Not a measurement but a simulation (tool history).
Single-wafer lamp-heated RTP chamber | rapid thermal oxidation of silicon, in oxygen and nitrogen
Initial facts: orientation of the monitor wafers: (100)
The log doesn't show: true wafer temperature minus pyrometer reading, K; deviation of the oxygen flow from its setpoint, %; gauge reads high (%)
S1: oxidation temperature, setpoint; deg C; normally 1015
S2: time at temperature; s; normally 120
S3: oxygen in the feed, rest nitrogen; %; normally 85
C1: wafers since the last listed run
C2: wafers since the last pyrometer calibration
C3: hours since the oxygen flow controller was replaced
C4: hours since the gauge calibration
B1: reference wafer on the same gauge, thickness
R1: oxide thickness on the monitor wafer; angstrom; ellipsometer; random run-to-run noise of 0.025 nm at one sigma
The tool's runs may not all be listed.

| run | day | S1 | S2 | S3 | C1 | C2 | C3 | C4 | B1 | R1 |
|---|---|---|---|---|---|---|---|---|---|---|
| 1 | 0.000 | 1015 | 82 | 85 | 0 | 7313 | 3877.9 | 43.0 | 6.173 | 66.93 |
| 2 | 0.729 | 1023 | 120 | 85 | 159 | 7472 | 3895.4 | 60.5 | 6.173 | 84.51 |
| 3 | 1.288 | 1023 | 120 | 85 | 121 | 7594 | 3908.8 | 73.9 | 6.175 | 85.59 |
| 4 | 1.638 | 1023 | 120 | 85 | 76 | 7671 | 3917.2 | 82.3 | 6.169 | 84.72 |
| 5 | 1.979 | 1015 | 120 | 85 | 74 | 7745 | 3925.4 | 90.5 | 6.170 | 80.22 |
|  | 2.683 | oxygen flow controller replaced |
|  | 2.888 | pyrometer window cleaned and pyrometer calibrated |
| 6 | 2.908 | 1030 | 120 | 85 | 85 | 4 | 5.4 | 112.8 | 6.172 | 83.34 |
| 7 | 2.925 | 1030 | 120 | 85 | 3 | 7 | 5.8 | 113.2 | 6.173 | 83.29 |
| 8 | 3.375 | 990 | 167 | 77 | 98 | 106 | 16.6 | 124.0 | 6.173 | 70.13 |

Forecast run 9:
|  | 3.629 | gauge calibrated |
| 9 | 4.096 | 1015 | 100 | 85 | 157 | 263 | 33.9 | 11.2 | ? | ? |

B1: 6.179
R1: 68.70 angstrom
If the tool had no hidden condition, the same run with the same run-to-run variation would have returned R1 68.51 angstrom.

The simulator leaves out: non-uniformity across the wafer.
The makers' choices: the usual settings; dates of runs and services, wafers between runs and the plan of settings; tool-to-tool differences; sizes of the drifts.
